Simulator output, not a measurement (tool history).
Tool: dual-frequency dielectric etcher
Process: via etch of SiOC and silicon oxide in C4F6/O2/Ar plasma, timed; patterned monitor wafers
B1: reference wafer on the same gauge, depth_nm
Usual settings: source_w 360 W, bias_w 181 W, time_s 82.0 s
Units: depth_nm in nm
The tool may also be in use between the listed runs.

run 1 day=0.000 | source_w=360 bias_w=181 time_s=72.5 | B1=88.4 | depth_nm=75.9
run 2 day=0.267 | source_w=360 bias_w=181 time_s=72.5 | B1=88.5 | depth_nm=74.9
run 3 day=0.758 | source_w=360 bias_w=181 time_s=72.5 | B1=88.6 | depth_nm=74.7
run 4 day=1.062 | source_w=330 bias_w=181 time_s=82.0 | B1=88.4 | depth_nm=83.7
run 5 day=1.800 | source_w=360 bias_w=152 time_s=82.0 | B1=88.5 | depth_nm=80.4
run 6 day=2.088 | source_w=360 bias_w=181 time_s=82.0 | B1=88.4 | depth_nm=84.0
run 7 day=2.708 | source_w=360 bias_w=181 time_s=82.0 | B1=88.4 | depth_nm=84.2
run 8 day=3.317 | source_w=360 bias_w=181 time_s=82.0 | B1=88.5 | depth_nm=84.5
run 9 day=3.983 | source_w=360 bias_w=181 time_s=82.0 | B1=88.4 | depth_nm=83.3
-- day=5.542 wet clean of the chamber
-- day=6.212 upper electrode replaced, of another model than before
run 10 day=6.233 | source_w=360 bias_w=150 time_s=82.0 | B1=88.5 | depth_nm=83.9
run 11 day=6.246 | source_w=360 bias_w=181 time_s=82.0 | B1=88.5 | depth_nm=88.8
run 12 day=6.262 | source_w=360 bias_w=181 time_s=82.0 | B1=88.4 | depth_nm=88.9
run 13 day=6.617 | source_w=360 bias_w=181 time_s=82.0 | B1=88.4 | depth_nm=89.3
run 14 day=7.267 | source_w=360 bias_w=167 time_s=82.0 | B1=88.5 | depth_nm=85.6
-- day=7.646 source power generator calibrated
-- day=7.712 bias power generator calibrated
run 15 day=7.733 | source_w=440 bias_w=181 time_s=82.0 | B1=88.6 | depth_nm=96.0
run 16 day=7.946 | source_w=320 bias_w=181 time_s=82.0 | B1=88.5 | depth_nm=83.7
run 17 day=8.329 | source_w=360 bias_w=198 time_s=91.5 | B1=88.4 | depth_nm=101.0
run 18 day=8.762 | source_w=360 bias_w=181 time_s=82.0 | B1=88.5 | depth_nm=88.4
run 19 day=10.888 | source_w=330 bias_w=149 time_s=89.0 | B1=88.5 | depth_nm=84.2
run 20 day=11.546 | source_w=270 bias_w=149 time_s=58.0 | B1=88.5 | depth_nm=51.2
-- day=11.558 gauge calibrated
run 21 day=12.117 | source_w=360 bias_w=181 time_s=82.0 | B1=88.5 | depth_nm=87.0
run 22 day=12.425 | source_w=440 bias_w=156 time_s=70.5 | B1=88.6 | depth_nm=77.1
run 23 day=12.967 | source_w=360 bias_w=196 time_s=82.0 | B1=88.4 | depth_nm=89.9
run 24 day=15.133 | source_w=320 bias_w=196 time_s=82.0 | B1=88.6 | depth_nm=84.6
run 25 day=15.638 | source_w=360 bias_w=181 time_s=82.0 | B1=88.5 | depth_nm=86.7
run 26 day=16.179 | source_w=330 bias_w=221 time_s=82.0 | B1=88.4 | depth_nm=88.3
run 27 day=16.517 | source_w=290 bias_w=181 time_s=82.0 | B1=88.5 | depth_nm=77.9
run 28 day=17.246 | source_w=280 bias_w=223 time_s=82.0 | B1=88.5 | depth_nm=83.2
run 29 day=17.817 | source_w=280 bias_w=166 time_s=69.5 | B1=88.4 | depth_nm=63.1

4 ways to go on from here, each from the tool as it stands after run 29. What would each give?
run A day=17.833 | source_w=420 bias_w=181 time_s=82.0 | B1=? | depth_nm=?
run B day=17.833 | source_w=310 bias_w=155 time_s=73.5 | B1=? | depth_nm=?
run C day=17.833 | source_w=390 bias_w=139 time_s=104.5 | B1=? | depth_nm=?
run D day=17.833 | source_w=330 bias_w=198 time_s=71.0 | B1=? | depth_nm=?

run=A B1=88.4 depth_nm=91.3
run=B B1=88.4 depth_nm=68.3
run=C B1=88.4 depth_nm=103.4
run=D B1=88.4 depth_nm=73.7
Without the tool's hidden state the same runs would have given:
run=A depth_nm=94.4
run=B depth_nm=70.6
run=C depth_nm=106.8
run=D depth_nm=76.2
